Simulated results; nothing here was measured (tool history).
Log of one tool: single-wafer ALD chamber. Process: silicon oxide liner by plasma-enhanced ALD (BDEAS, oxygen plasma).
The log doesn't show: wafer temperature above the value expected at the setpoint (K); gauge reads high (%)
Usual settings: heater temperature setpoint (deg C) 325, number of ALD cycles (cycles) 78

| run | hour | heater temperature setpoint (deg C) | number of ALD cycles (cycles) | wafers since the last listed run | hours since the last thermocouple change | hours since the gauge calibration | read-back reference wafer on the same gauge, thickness_nm | mean film thickness on the monitor wafer (angstrom) |
|---|---|---|---|---|---|---|---|---|
| 1 | 0 | 325 | 78 | 0 | 1365.8 | 372.4 | 6.112 | 66.1 |
| 2 | 104.8 | 325 | 78 | 315 | 1470.6 | 477.2 | 6.111 | 65.83 |
| 3 | 234.6 | 325 | 78 | 390 | 1600.4 | 607 | 6.091 | 65.84 |
| 4 | 331.6 | 332 | 67 | 291 | 1697.4 | 704 | 6.069 | 55.64 |
| 5 | 389.1 | 325 | 78 | 172 | 1754.9 | 761.5 | 6.066 | 65.49 |
|  | 431.8 | gauge calibrated |
| 6 | 443.5 | 325 | 78 | 163 | 1809.3 | 11.7 | 6.122 | 66.3 |
| 7 | 546.1 | 325 | 86 | 308 | 1911.9 | 114.3 | 6.125 | 73.07 |
|  | 613.6 | thermocouple changed; heater temperature recalibrated |
| 8 | 614.1 | 336 | 74 | 180 | 0.5 | 182.3 | 6.119 | 61.72 |
| 9 | 699.7 | 312 | 84 | 257 | 86.1 | 267.9 | 6.108 | 72.5 |
| 10 | 770.6 | 319 | 93 | 213 | 157 | 338.8 | 6.114 | 79.69 |
| 11 | 821.8 | 333 | 85 | 153 | 208.2 | 390 | 6.111 | 70.88 |
| 12 | 876.6 | 331 | 68 | 164 | 263 | 444.8 | 6.099 | 56.87 |
| 13 | 953 | 325 | 78 | 229 | 339.4 | 521.2 | 6.098 | 66 |
| 14 | 1003.8 | 330 | 78 | 152 | 390.2 | 572 | 6.09 | 65.19 |

Hidden state at the last listed run before each entry between runs and at the first one after, where it differs:
Between runs 5 and 6: gauge calibrated (hour 431.8)
  gauge reads high (%): -0.898 -> 0.0804
  measured less the result without the state, mean film thickness on the monitor wafer (angstrom): -0.59 -> +0.05
Between runs 7 and 8: thermocouple changed; heater temperature recalibrated (hour 613.6)
  gauge reads high (%): 0.057 -> 0.0204
  measured less the result without the state, mean film thickness on the monitor wafer (angstrom): +0.04 -> +0.01
